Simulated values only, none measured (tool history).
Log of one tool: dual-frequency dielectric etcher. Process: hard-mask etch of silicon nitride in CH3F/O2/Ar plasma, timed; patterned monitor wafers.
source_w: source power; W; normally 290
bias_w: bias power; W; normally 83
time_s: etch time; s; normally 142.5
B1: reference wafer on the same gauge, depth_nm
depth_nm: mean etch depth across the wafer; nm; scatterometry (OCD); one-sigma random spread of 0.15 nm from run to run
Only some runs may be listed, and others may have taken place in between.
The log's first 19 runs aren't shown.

{"run": 20, "hour": 565.9, "source_w": 290, "bias_w": 93, "time_s": 124.5, "B1": 115.5, "depth_nm": 90.3}
{"hour": 611.9, "done": "upper electrode replaced"}
{"run": 21, "hour": 612.4, "source_w": 290, "bias_w": 83, "time_s": 142.5, "B1": 115.5, "depth_nm": 100.2}
{"hour": 630.4, "done": "gauge calibrated"}
{"run": 22, "hour": 630.8, "source_w": 220, "bias_w": 83, "time_s": 142.5, "B1": 115.5, "depth_nm": 92.9}
{"run": 23, "hour": 654.3, "source_w": 290, "bias_w": 83, "time_s": 142.5, "B1": 115.5, "depth_nm": 100.3}
{"run": 24, "hour": 707.8, "source_w": 330, "bias_w": 72, "time_s": 171.0, "B1": 115.5, "depth_nm": 120.5}
{"run": 25, "hour": 731.4, "source_w": 230, "bias_w": 73, "time_s": 165.0, "B1": 115.5, "depth_nm": 105.4}
{"hour": 767.0, "done": "wet clean of the chamber"}
{"run": 26, "hour": 767.5, "source_w": 340, "bias_w": 65, "time_s": 111.5, "B1": 115.5, "depth_nm": 76.6}
{"run": 27, "hour": 790.3, "source_w": 290, "bias_w": 83, "time_s": 118.5, "B1": 115.5, "depth_nm": 82.7}
{"run": 28, "hour": 809.4, "source_w": 290, "bias_w": 83, "time_s": 142.5, "B1": 115.5, "depth_nm": 99.7}
{"run": 29, "hour": 914.3, "source_w": 260, "bias_w": 103, "time_s": 163.0, "B1": 115.5, "depth_nm": 117.7}
{"run": 30, "hour": 948.4, "source_w": 290, "bias_w": 83, "time_s": 142.5, "B1": 115.5, "depth_nm": 99.7}

4 ways to go on from here, each from the tool as it stands after run 30. What would each give?
{"run": "A", "hour": 948.9, "source_w": 290, "bias_w": 83, "time_s": 142.5, "B1": "?", "depth_nm": "?"}
{"run": "B", "hour": 948.9, "source_w": 290, "bias_w": 96, "time_s": 142.5, "B1": "?", "depth_nm": "?"}
{"run": "C", "hour": 948.9, "source_w": 290, "bias_w": 83, "time_s": 101.5, "B1": "?", "depth_nm": "?"}
{"run": "D", "hour": 948.9, "source_w": 290, "bias_w": 70, "time_s": 142.5, "B1": "?", "depth_nm": "?"}

run=A B1=115.5 depth_nm=100.0
run=B B1=115.5 depth_nm=104.0
run=C B1=115.5 depth_nm=71.3
run=D B1=115.5 depth_nm=95.8
With no hidden state in the tool, these same runs would have given:
run=A depth_nm=99.7
run=B depth_nm=103.6
run=C depth_nm=71.0
run=D depth_nm=95.5
